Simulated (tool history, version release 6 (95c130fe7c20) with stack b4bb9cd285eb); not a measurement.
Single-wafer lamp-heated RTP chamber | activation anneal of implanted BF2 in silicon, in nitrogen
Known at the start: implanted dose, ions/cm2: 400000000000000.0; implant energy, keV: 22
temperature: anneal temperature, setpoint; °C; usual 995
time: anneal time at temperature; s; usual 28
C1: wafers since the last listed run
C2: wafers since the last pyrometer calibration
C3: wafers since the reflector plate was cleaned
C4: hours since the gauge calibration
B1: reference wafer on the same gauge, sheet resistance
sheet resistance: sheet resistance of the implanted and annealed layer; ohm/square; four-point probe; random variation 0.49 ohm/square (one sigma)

run 1 hour=0.0 | temperature=974 time=28 | C1=0 C2=2323 C3=3697 C4=65.0 | B1=279.85 | sheet_resistance=332.15
run 2 hour=15.5 | temperature=974 time=28 | C1=268 C2=2591 C3=3965 C4=80.5 | B1=279.95 | sheet_resistance=332.21
run 3 hour=25.6 | temperature=995 time=21 | C1=174 C2=2766 C3=4140 C4=90.6 | B1=280.10 | sheet_resistance=326.13
run 4 hour=32.4 | temperature=995 time=21 | C1=117 C2=2884 C3=4258 C4=97.4 | B1=279.95 | sheet_resistance=325.73
run 5 hour=39.5 | temperature=995 time=21 | C1=122 C2=3007 C3=4381 C4=104.5 | B1=279.94 | sheet_resistance=326.11
run 6 hour=46.7 | temperature=995 time=28 | C1=124 C2=3131 C3=4505 C4=111.7 | B1=279.99 | sheet_resistance=323.22
-- hour=49.4 gauge calibrated
run 7 hour=64.1 | temperature=995 time=28 | C1=301 C2=3433 C3=4806 C4=14.7 | B1=279.96 | sheet_resistance=323.98
run 8 hour=73.3 | temperature=1005 time=15 | C1=159 C2=3592 C3=4966 C4=23.9 | B1=279.95 | sheet_resistance=325.86
-- hour=89.9 reflector plate cleaned
-- hour=93.0 pyrometer window cleaned and pyrometer calibrated
run 9 hour=93.5 | temperature=1019 time=43 | C1=156 C2=8 C3=8 C4=44.1 | B1=280.00 | sheet_resistance=316.58
run 10 hour=98.4 | temperature=995 time=28 | C1=84 C2=92 C3=92 C4=49.0 | B1=280.10 | sheet_resistance=326.38
run 11 hour=112.8 | temperature=1012 time=23 | C1=249 C2=342 C3=342 C4=63.4 | B1=280.06 | sheet_resistance=323.85
run 12 hour=118.9 | temperature=982 time=18 | C1=105 C2=447 C3=447 C4=69.5 | B1=280.09 | sheet_resistance=335.66
run 13 hour=128.4 | temperature=995 time=28 | C1=164 C2=612 C3=612 C4=79.0 | B1=280.04 | sheet_resistance=326.44
run 14 hour=137.1 | temperature=979 time=17 | C1=150 C2=762 C3=762 C4=87.7 | B1=280.01 | sheet_resistance=337.48

Hidden state or all else? Some run-to-run changes of sheet resistance, split into what the settings, what came in and random variation would give without the hidden state, and what is left for the hidden state (with any gauge scatter that isn't in both results):
The hidden state here: true wafer temperature minus pyrometer reading, K; wafer temperature error from the tarnished reflector plate, K; gauge reads high (%).
Run 2 -> 3: temperature 974 -> 995, time 28 -> 21. sheet resistance -6.08 ohm/square: hidden state +3.48, all else -9.56.
Run 11 -> 12: temperature 1012 -> 982, time 23 -> 18. sheet resistance +11.81 ohm/square: hidden state -0.92, all else +12.73.
